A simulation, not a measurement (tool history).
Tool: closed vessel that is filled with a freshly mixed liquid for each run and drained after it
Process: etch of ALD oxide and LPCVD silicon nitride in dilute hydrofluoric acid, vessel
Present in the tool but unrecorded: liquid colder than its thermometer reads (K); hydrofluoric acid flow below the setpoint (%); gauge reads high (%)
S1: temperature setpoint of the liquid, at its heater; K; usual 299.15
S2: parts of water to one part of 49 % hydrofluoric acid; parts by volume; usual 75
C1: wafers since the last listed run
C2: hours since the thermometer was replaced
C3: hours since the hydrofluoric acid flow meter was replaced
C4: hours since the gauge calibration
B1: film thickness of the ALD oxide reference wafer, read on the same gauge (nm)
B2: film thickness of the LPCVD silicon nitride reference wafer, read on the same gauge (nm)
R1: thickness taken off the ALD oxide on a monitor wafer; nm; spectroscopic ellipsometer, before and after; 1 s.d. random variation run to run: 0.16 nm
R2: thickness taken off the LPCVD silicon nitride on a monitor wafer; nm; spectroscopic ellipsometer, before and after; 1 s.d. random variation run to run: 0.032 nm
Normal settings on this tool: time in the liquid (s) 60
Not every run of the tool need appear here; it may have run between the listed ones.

{"run": 1, "hour": 0.0, "S1": 299.15, "S2": 75, "time in the liquid (s)": 60, "C1": 0, "C2": 2109.9, "C3": 613.7, "C4": 53.1, "B1": 140.05, "B2": 60.017, "R1": 16.31, "R2": 0.419}
{"run": 2, "hour": 18.5, "S1": 299.15, "S2": 75, "time in the liquid (s)": 60, "C1": 2702, "C2": 2128.4, "C3": 632.2, "C4": 71.6, "B1": 140.01, "B2": 59.991, "R1": 16.8, "R2": 0.385}
{"run": 3, "hour": 61.9, "S1": 299.15, "S2": 75, "time in the liquid (s)": 60, "C1": 6340, "C2": 2171.8, "C3": 675.6, "C4": 115.0, "B1": 139.99, "B2": 59.999, "R1": 16.44, "R2": 0.368}
{"run": 4, "hour": 73.6, "S1": 299.15, "S2": 75, "time in the liquid (s)": 60, "C1": 1709, "C2": 2183.5, "C3": 687.3, "C4": 126.7, "B1": 139.98, "B2": 60.034, "R1": 16.21, "R2": 0.407}
{"run": 5, "hour": 82.7, "S1": 299.15, "S2": 75, "time in the liquid (s)": 60, "C1": 1329, "C2": 2192.6, "C3": 696.4, "C4": 135.8, "B1": 139.99, "B2": 60.008, "R1": 16.45, "R2": 0.363}
{"run": 6, "hour": 96.7, "S1": 296.15, "S2": 75, "time in the liquid (s)": 60, "C1": 2045, "C2": 2206.6, "C3": 710.4, "C4": 149.8, "B1": 140.04, "B2": 59.999, "R1": 14.4, "R2": 0.314}
{"run": 7, "hour": 110.1, "S1": 296.15, "S2": 75, "time in the liquid (s)": 60, "C1": 1957, "C2": 2220.0, "C3": 723.8, "C4": 163.2, "B1": 139.99, "B2": 60.005, "R1": 14.42, "R2": 0.311}
{"run": 8, "hour": 117.2, "S1": 296.15, "S2": 75, "time in the liquid (s)": 60, "C1": 1037, "C2": 2227.1, "C3": 730.9, "C4": 170.3, "B1": 139.96, "B2": 59.987, "R1": 14.22, "R2": 0.331}
{"run": 9, "hour": 131.9, "S1": 299.15, "S2": 75, "time in the liquid (s)": 60, "C1": 2147, "C2": 2241.8, "C3": 745.6, "C4": 185.0, "B1": 140.01, "B2": 59.984, "R1": 16.14, "R2": 0.369}
{"run": 10, "hour": 142.7, "S1": 299.15, "S2": 75, "time in the liquid (s)": 60, "C1": 1577, "C2": 2252.6, "C3": 756.4, "C4": 195.8, "B1": 139.98, "B2": 60.026, "R1": 16.24, "R2": 0.397}
{"run": 11, "hour": 153.7, "S1": 302.65, "S2": 75, "time in the liquid (s)": 60, "C1": 1607, "C2": 2263.6, "C3": 767.4, "C4": 206.8, "B1": 140.0, "B2": 59.995, "R1": 18.47, "R2": 0.494}
{"run": 12, "hour": 164.0, "S1": 299.15, "S2": 75, "time in the liquid (s)": 60, "C1": 1504, "C2": 2273.9, "C3": 777.7, "C4": 217.1, "B1": 139.99, "B2": 59.979, "R1": 16.15, "R2": 0.396}
{"hour": 168.5, "done": "gauge calibrated"}
{"run": 13, "hour": 175.8, "S1": 301.65, "S2": 105, "time in the liquid (s)": 60, "C1": 1723, "C2": 2285.7, "C3": 789.5, "C4": 7.3, "B1": 140.03, "B2": 59.981, "R1": 12.25, "R2": 0.305}
{"run": 14, "hour": 183.0, "S1": 304.15, "S2": 75, "time in the liquid (s)": 30, "C1": 1051, "C2": 2292.9, "C3": 796.7, "C4": 14.5, "B1": 140.02, "B2": 60.029, "R1": 9.78, "R2": 0.278}
{"run": 15, "hour": 197.2, "S1": 303.15, "S2": 100, "time in the liquid (s)": 75, "C1": 2074, "C2": 2307.1, "C3": 810.9, "C4": 28.7, "B1": 139.99, "B2": 60.033, "R1": 16.57, "R2": 0.445}
{"hour": 201.0, "done": "thermometer replaced"}
{"hour": 201.5, "done": "hydrofluoric acid flow meter replaced"}
{"run": 16, "hour": 209.0, "S1": 304.15, "S2": 75, "time in the liquid (s)": 30, "C1": 1502, "C2": 8.0, "C3": 7.5, "C4": 40.5, "B1": 140.01, "B2": 59.985, "R1": 11.34, "R2": 0.299}
{"run": 17, "hour": 224.3, "S1": 304.15, "S2": 75, "time in the liquid (s)": 30, "C1": 2235, "C2": 23.3, "C3": 22.8, "C4": 55.8, "B1": 140.02, "B2": 59.988, "R1": 11.29, "R2": 0.314}
{"run": 18, "hour": 232.0, "S1": 301.15, "S2": 75, "time in the liquid (s)": 85, "C1": 1124, "C2": 31.0, "C3": 30.5, "C4": 63.5, "B1": 140.0, "B2": 60.002, "R1": 28.47, "R2": 0.664}
{"run": 19, "hour": 245.9, "S1": 300.65, "S2": 110, "time in the liquid (s)": 70, "C1": 2030, "C2": 44.9, "C3": 44.4, "C4": 77.4, "B1": 140.02, "B2": 60.009, "R1": 14.91, "R2": 0.417}
{"run": 20, "hour": 254.4, "S1": 299.15, "S2": 75, "time in the liquid (s)": 60, "C1": 1241, "C2": 53.4, "C3": 52.9, "C4": 85.9, "B1": 139.98, "B2": 59.982, "R1": 18.5, "R2": 0.472}
{"run": 21, "hour": 268.0, "S1": 299.15, "S2": 75, "time in the liquid (s)": 80, "C1": 1986, "C2": 67.0, "C3": 66.5, "C4": 99.5, "B1": 139.99, "B2": 60.019, "R1": 24.76, "R2": 0.531}

What if the next run were any one of these 5? Each begins from the tool's condition after run 21:
{"run": "A", "hour": 268.7, "S1": 299.15, "S2": 75, "time in the liquid (s)": 60, "C1": 102, "C2": 67.7, "C3": 67.2, "C4": 100.2, "B1": "?", "B2": "?", "R1": "?", "R2": "?"}
{"run": "B", "hour": 268.7, "S1": 299.15, "S2": 45, "time in the liquid (s)": 80, "C1": 102, "C2": 67.7, "C3": 67.2, "C4": 100.2, "B1": "?", "B2": "?", "R1": "?", "R2": "?"}
{"run": "C", "hour": 268.7, "S1": 299.15, "S2": 75, "time in the liquid (s)": 30, "C1": 102, "C2": 67.7, "C3": 67.2, "C4": 100.2, "B1": "?", "B2": "?", "R1": "?", "R2": "?"}
{"run": "D", "hour": 268.7, "S1": 299.15, "S2": 40, "time in the liquid (s)": 60, "C1": 102, "C2": 67.7, "C3": 67.2, "C4": 100.2, "B1": "?", "B2": "?", "R1": "?", "R2": "?"}
{"run": "E", "hour": 268.7, "S1": 302.65, "S2": 100, "time in the liquid (s)": 45, "C1": 102, "C2": 67.7, "C3": 67.2, "C4": 100.2, "B1": "?", "B2": "?", "R1": "?", "R2": "?"}

run=A B1=140.03 B2=60.007 R1=18.71 R2=0.459
run=B B1=140.03 B2=60.007 R1=43.35 R2=1.012
run=C B1=140.03 B2=60.007 R1=9.36 R2=0.230
run=D B1=140.03 B2=60.007 R1=36.84 R2=0.852
run=E B1=140.03 B2=60.007 R1=11.64 R2=0.324
Had the tool no hidden state, the same runs would have come out as:
run=A R1=19.00 R2=0.465
run=B R1=44.00 R2=1.026
run=C R1=9.50 R2=0.233
run=D R1=37.38 R2=0.864
run=E R1=11.82 R2=0.328

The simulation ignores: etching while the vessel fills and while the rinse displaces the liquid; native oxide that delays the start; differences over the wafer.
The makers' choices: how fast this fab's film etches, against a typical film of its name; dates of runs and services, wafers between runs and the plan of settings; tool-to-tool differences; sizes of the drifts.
